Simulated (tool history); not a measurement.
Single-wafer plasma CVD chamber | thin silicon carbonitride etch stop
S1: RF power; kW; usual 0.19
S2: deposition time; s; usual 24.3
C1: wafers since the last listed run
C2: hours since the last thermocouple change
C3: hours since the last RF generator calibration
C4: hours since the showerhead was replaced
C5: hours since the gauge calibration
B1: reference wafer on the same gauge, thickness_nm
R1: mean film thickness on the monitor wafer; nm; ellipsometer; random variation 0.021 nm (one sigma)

run,hour,S1,S2,C1,C2,C3,C4,C5,B1,R1
1,0,0.19,24.3,0,2156.3,1601.7,3187.9,191,12.701,13.508
2,31.2,0.19,24.3,425,2187.5,1632.9,3219.1,222.2,12.7,13.507
3,65.3,0.19,24.3,464,2221.6,1667,3253.2,256.3,12.702,13.504
4,92.6,0.19,24.3,371,2248.9,1694.3,3280.5,283.6,12.702,13.469
5,121.6,0.165,24.3,395,2277.9,1723.3,3309.5,312.6,12.702,12.781
6,144.9,0.165,24.3,317,2301.2,1746.6,3332.8,335.9,12.699,12.784
7,163.6,0.165,24.3,254,2319.9,1765.3,3351.5,354.6,12.696,12.819
# hour 180.1: showerhead replaced
8,187.7,0.19,21.7,219,2344,1789.4,7.6,378.7,12.704,12.036
9,215.5,0.17,20.7,378,2371.8,1817.2,35.4,406.5,12.699,11

Forecast run 10:
# hour 222.6: gauge calibrated
10,245.2,0.22,22.3,404,2401.5,1846.9,65.1,22.6,?,?

{"run 10": {"B1": 12.7, "R1": 13.044}}
Without the tool's hidden state the same run would have given R1 13.425 nm.
